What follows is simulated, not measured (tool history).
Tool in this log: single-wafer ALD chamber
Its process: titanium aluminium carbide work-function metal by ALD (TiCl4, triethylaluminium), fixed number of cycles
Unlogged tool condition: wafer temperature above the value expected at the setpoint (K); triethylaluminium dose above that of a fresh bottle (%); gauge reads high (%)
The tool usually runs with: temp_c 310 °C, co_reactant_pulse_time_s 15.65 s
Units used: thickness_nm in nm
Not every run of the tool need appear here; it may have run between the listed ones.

run,hour,temp_c,co_reactant_pulse_time_s,wafers since the last listed run,hours since the last thermocouple change,hours since the last triethylaluminium bottle change,hours since the showerhead was replaced,hours since the gauge calibration,"read-back reference wafer on the same gauge, thickness_nm",thickness_nm
1,0,310,15.65,0,980.3,711.1,2920.7,288.2,2.08,2.081
2,16,310,15.65,151,996.3,727.1,2936.7,304.2,2.079,2.083
3,71.3,310,12.03,524,1051.6,782.4,2992,359.5,2.08,2.032
4,102.7,310,12.03,298,1083,813.8,3023.4,390.9,2.08,2.018
5,136,321,15.65,316,1116.3,847.1,3056.7,424.2,2.08,2.151
6,153.6,315,10.86,167,1133.9,864.7,3074.3,441.8,2.079,2.028
# hour 164: gauge calibrated
7,174.7,310,15.65,200,1155,885.8,3095.4,10.7,2.081,2.073
# hour 189.9: triethylaluminium bottle replaced
8,194.3,310,15.65,110,1174.6,4.4,3115,30.3,2.08,2.079
# hour 218.9: thermocouple changed; heater temperature recalibrated
9,219.4,310,15.65,162,0.5,29.5,3140.1,55.4,2.079,2.07
10,246,310,15.65,252,27.1,56.1,3166.7,82,2.079,2.074
11,268.1,310,15.65,209,49.2,78.2,3188.8,104.1,2.08,2.07
12,293.3,297,12.09,239,74.4,103.4,3214,129.3,2.079,1.931
13,311.4,310,20.96,171,92.5,121.5,3232.1,147.4,2.078,2.08
# hour 326.8: showerhead replaced
14,333.6,319,20.73,134,114.7,143.7,6.8,169.6,2.08,2.155
15,362.2,317,11.77,271,143.3,172.3,35.4,198.2,2.079,2.077
16,383.1,300,10.3,198,164.2,193.2,56.3,219.1,2.079,1.888
17,411,299,20.8,264,192.1,221.1,84.2,247,2.082,2.003
18,428.6,317,10.71,167,209.7,238.7,101.8,264.6,2.081,2.033

State the hidden condition of the tool at each of the runs:
wafer temperature above the value expected at the setpoint (K): 0 on each run
triethylaluminium dose above that of a fresh bottle (%): 0 on each run
gauge reads high (%): 0 on each run
